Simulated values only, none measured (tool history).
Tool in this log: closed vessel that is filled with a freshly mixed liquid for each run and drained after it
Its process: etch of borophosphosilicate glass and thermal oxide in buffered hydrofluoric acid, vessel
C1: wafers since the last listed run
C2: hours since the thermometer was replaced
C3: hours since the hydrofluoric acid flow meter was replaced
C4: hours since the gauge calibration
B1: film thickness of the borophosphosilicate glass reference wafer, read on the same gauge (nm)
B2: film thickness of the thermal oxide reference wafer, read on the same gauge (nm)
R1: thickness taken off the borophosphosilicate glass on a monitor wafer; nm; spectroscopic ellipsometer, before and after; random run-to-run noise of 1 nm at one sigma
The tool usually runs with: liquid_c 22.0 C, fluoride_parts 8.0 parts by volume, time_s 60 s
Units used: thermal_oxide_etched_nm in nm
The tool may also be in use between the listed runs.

{"run": 1, "hour": 0.0, "liquid_c": 22.0, "fluoride_parts": 8.0, "time_s": 40, "C1": 0, "C2": 584.3, "C3": 740.6, "C4": 715.0, "B1": 61.51, "B2": 133.31, "R1": 89.03, "thermal_oxide_etched_nm": 54.07}
{"hour": 66.6, "done": "hydrofluoric acid flow meter replaced"}
{"run": 2, "hour": 86.7, "liquid_c": 22.0, "fluoride_parts": 8.0, "time_s": 40, "C1": 11815, "C2": 671.0, "C3": 20.1, "C4": 801.7, "B1": 61.73, "B2": 133.76, "R1": 89.3, "thermal_oxide_etched_nm": 53.81}
{"run": 3, "hour": 180.9, "liquid_c": 22.0, "fluoride_parts": 8.0, "time_s": 60, "C1": 12986, "C2": 765.2, "C3": 114.3, "C4": 895.9, "B1": 61.93, "B2": 134.21, "R1": 134.59, "thermal_oxide_etched_nm": 81.21}
{"run": 4, "hour": 221.8, "liquid_c": 22.0, "fluoride_parts": 8.0, "time_s": 60, "C1": 5638, "C2": 806.1, "C3": 155.2, "C4": 936.8, "B1": 62.05, "B2": 134.44, "R1": 135.31, "thermal_oxide_etched_nm": 81.32}
{"run": 5, "hour": 295.4, "liquid_c": 22.0, "fluoride_parts": 8.0, "time_s": 60, "C1": 10146, "C2": 879.7, "C3": 228.8, "C4": 1010.4, "B1": 62.22, "B2": 134.82, "R1": 134.69, "thermal_oxide_etched_nm": 81.56}
{"run": 6, "hour": 389.7, "liquid_c": 20.5, "fluoride_parts": 6.0, "time_s": 60, "C1": 13000, "C2": 974.0, "C3": 323.1, "C4": 1104.7, "B1": 62.45, "B2": 135.32, "R1": 166.66, "thermal_oxide_etched_nm": 99.09}
{"run": 7, "hour": 430.5, "liquid_c": 20.5, "fluoride_parts": 6.0, "time_s": 60, "C1": 5624, "C2": 1014.8, "C3": 363.9, "C4": 1145.5, "B1": 62.56, "B2": 135.52, "R1": 164.63, "thermal_oxide_etched_nm": 100.47}
{"hour": 466.1, "done": "thermometer replaced"}
{"run": 8, "hour": 530.2, "liquid_c": 20.5, "fluoride_parts": 6.0, "time_s": 60, "C1": 13607, "C2": 64.1, "C3": 463.6, "C4": 1245.2, "B1": 62.79, "B2": 136.04, "R1": 169.72, "thermal_oxide_etched_nm": 100.5}
{"hour": 586.6, "done": "gauge calibrated"}
{"run": 9, "hour": 615.1, "liquid_c": 22.0, "fluoride_parts": 8.0, "time_s": 60, "C1": 11704, "C2": 149.0, "C3": 548.5, "C4": 28.5, "B1": 59.98, "B2": 130.0, "R1": 130.37, "thermal_oxide_etched_nm": 79.11}
{"run": 10, "hour": 753.4, "liquid_c": 18.0, "fluoride_parts": 9.5, "time_s": 80, "C1": 19066, "C2": 287.3, "C3": 686.8, "C4": 166.8, "B1": 60.34, "B2": 130.73, "R1": 117.98, "thermal_oxide_etched_nm": 71.77}
{"hour": 812.6, "done": "hydrofluoric acid flow meter replaced"}
{"run": 11, "hour": 814.9, "liquid_c": 19.5, "fluoride_parts": 9.5, "time_s": 90, "C1": 8340, "C2": 348.8, "C3": 2.3, "C4": 228.3, "B1": 60.47, "B2": 131.03, "R1": 147.55, "thermal_oxide_etched_nm": 88.05}
{"run": 12, "hour": 875.5, "liquid_c": 22.0, "fluoride_parts": 8.0, "time_s": 60, "C1": 8354, "C2": 409.4, "C3": 62.9, "C4": 288.9, "B1": 60.63, "B2": 131.37, "R1": 130.58, "thermal_oxide_etched_nm": 79.67}
{"run": 13, "hour": 913.6, "liquid_c": 26.5, "fluoride_parts": 10.5, "time_s": 60, "C1": 5252, "C2": 447.5, "C3": 101.0, "C4": 327.0, "B1": 60.7, "B2": 131.55, "R1": 131.86, "thermal_oxide_etched_nm": 79.83}
{"run": 14, "hour": 1000.1, "liquid_c": 19.5, "fluoride_parts": 10.5, "time_s": 80, "C1": 11925, "C2": 534.0, "C3": 187.5, "C4": 413.5, "B1": 60.95, "B2": 131.99, "R1": 122.48, "thermal_oxide_etched_nm": 72.97}
{"run": 15, "hour": 1041.9, "liquid_c": 22.0, "fluoride_parts": 6.0, "time_s": 60, "C1": 5762, "C2": 575.8, "C3": 229.3, "C4": 455.3, "B1": 61.04, "B2": 132.2, "R1": 176.44, "thermal_oxide_etched_nm": 106.39}
{"run": 16, "hour": 1083.3, "liquid_c": 22.0, "fluoride_parts": 8.0, "time_s": 30, "C1": 5707, "C2": 617.2, "C3": 270.7, "C4": 496.7, "B1": 61.13, "B2": 132.41, "R1": 67.44, "thermal_oxide_etched_nm": 39.78}
{"run": 17, "hour": 1185.3, "liquid_c": 22.0, "fluoride_parts": 8.0, "time_s": 60, "C1": 14062, "C2": 719.2, "C3": 372.7, "C4": 598.7, "B1": 61.38, "B2": 132.95, "R1": 133.57, "thermal_oxide_etched_nm": 80.57}
{"run": 18, "hour": 1290.1, "liquid_c": 22.0, "fluoride_parts": 5.5, "time_s": 45, "C1": 14448, "C2": 824.0, "C3": 477.5, "C4": 703.5, "B1": 61.63, "B2": 133.49, "R1": 144.47, "thermal_oxide_etched_nm": 86.43}

5 ways to go on from here, each from the tool as it stands after run 18. What would each give?
{"run": "A", "hour": 1290.8, "liquid_c": 22.0, "fluoride_parts": 8.0, "time_s": 60, "C1": 96, "C2": 824.7, "C3": 478.2, "C4": 704.2, "B1": "?", "B2": "?", "R1": "?", "thermal_oxide_etched_nm": "?"}
{"run": "B", "hour": 1290.8, "liquid_c": 18.0, "fluoride_parts": 5.0, "time_s": 75, "C1": 96, "C2": 824.7, "C3": 478.2, "C4": 704.2, "B1": "?", "B2": "?", "R1": "?", "thermal_oxide_etched_nm": "?"}
{"run": "C", "hour": 1290.8, "liquid_c": 20.5, "fluoride_parts": 8.0, "time_s": 45, "C1": 96, "C2": 824.7, "C3": 478.2, "C4": 704.2, "B1": "?", "B2": "?", "R1": "?", "thermal_oxide_etched_nm": "?"}
{"run": "D", "hour": 1290.8, "liquid_c": 27.0, "fluoride_parts": 10.0, "time_s": 75, "C1": 96, "C2": 824.7, "C3": 478.2, "C4": 704.2, "B1": "?", "B2": "?", "R1": "?", "thermal_oxide_etched_nm": "?"}
{"run": "E", "hour": 1290.8, "liquid_c": 24.5, "fluoride_parts": 8.0, "time_s": 60, "C1": 96, "C2": 824.7, "C3": 478.2, "C4": 704.2, "B1": "?", "B2": "?", "R1": "?", "thermal_oxide_etched_nm": "?"}

run=A B1=61.62 B2=133.50 R1=132.75 thermal_oxide_etched_nm=81.12
run=B B1=61.62 B2=133.50 R1=207.44 thermal_oxide_etched_nm=124.96
run=C B1=61.62 B2=133.50 R1=91.71 thermal_oxide_etched_nm=55.98
run=D B1=61.62 B2=133.50 R1=178.37 thermal_oxide_etched_nm=109.58
run=E B1=61.62 B2=133.50 R1=151.95 thermal_oxide_etched_nm=93.02
Had the tool no hidden state, the same runs would have come out as:
run=A R1=129.27 thermal_oxide_etched_nm=79.00
run=B R1=202.01 thermal_oxide_etched_nm=121.69
run=C R1=89.31 thermal_oxide_etched_nm=54.52
run=D R1=173.70 thermal_oxide_etched_nm=106.72
run=E R1=147.97 thermal_oxide_etched_nm=90.58
